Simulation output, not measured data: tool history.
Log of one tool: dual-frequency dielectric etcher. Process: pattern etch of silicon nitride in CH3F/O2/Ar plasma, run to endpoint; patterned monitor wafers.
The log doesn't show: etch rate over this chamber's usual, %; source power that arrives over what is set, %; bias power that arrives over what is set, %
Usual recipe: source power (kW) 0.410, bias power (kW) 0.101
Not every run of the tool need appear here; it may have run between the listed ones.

run	hour	source power (kW)	bias power (kW)	wafers since the last listed run	hours since the last wet clean	hours since the last source power generator calibration	hours since the last bias power generator calibration	hours since the last upper electrode change	incoming incoming film thickness, nm	endpoint time (s)
1	0.0	0.410	0.101	0	561.9	3926.3	4454.3	2335.3	25.38	28.5
2	14.7	0.410	0.101	223	576.6	3941.0	4469.0	2350.0	25.12	28.1
3	32.6	0.440	0.107	272	594.5	3958.9	4486.9	2367.9	25.38	26.9
4	47.6	0.440	0.107	228	609.5	3973.9	4501.9	2382.9	25.20	26.8
5	54.7	0.330	0.115	108	616.6	3981.0	4509.0	2390.0	25.16	30.3
6	64.0	0.410	0.101	141	625.9	3990.3	4518.3	2399.3	25.23	28.2
# hour 76.0: bias power generator calibrated
7	76.5	0.410	0.113	129	638.4	4002.8	0.5	2411.8	25.03	27.2
8	83.1	0.480	0.122	100	645.0	4009.4	7.1	2418.4	25.23	24.9
# hour 87.2: source power generator calibrated
# hour 114.3: upper electrode replaced
# hour 114.6: wet clean of the chamber
9	115.1	0.490	0.083	56	0.5	27.9	39.1	0.8	25.36	27.3
10	115.4	0.440	0.091	4	0.8	28.2	39.4	1.1	25.34	28.1
11	116.1	0.320	0.082	10	1.5	28.9	40.1	1.8	25.39	33.9
12	131.9	0.380	0.091	240	17.3	44.7	55.9	17.6	25.18	30.0
13	149.3	0.410	0.081	264	34.7	62.1	73.3	35.0	25.00	29.4
14	160.8	0.410	0.101	175	46.2	73.6	84.8	46.5	25.43	28.5

Here are 3 independent what-if runs from the current tool condition. What would each one return?
A	161.2	0.410	0.077	6	46.6	74.0	85.2	46.9	25.14	?
B	161.2	0.380	0.088	6	46.6	74.0	85.2	46.9	25.14	?
C	161.2	0.450	0.101	6	46.6	74.0	85.2	46.9	25.14	?

run	endpoint time (s)
A	30.0
B	30.2
C	26.9
Without the tool's unlogged condition, the same runs would have read:
run	endpoint time (s)
A	30.0
B	30.2
C	26.9

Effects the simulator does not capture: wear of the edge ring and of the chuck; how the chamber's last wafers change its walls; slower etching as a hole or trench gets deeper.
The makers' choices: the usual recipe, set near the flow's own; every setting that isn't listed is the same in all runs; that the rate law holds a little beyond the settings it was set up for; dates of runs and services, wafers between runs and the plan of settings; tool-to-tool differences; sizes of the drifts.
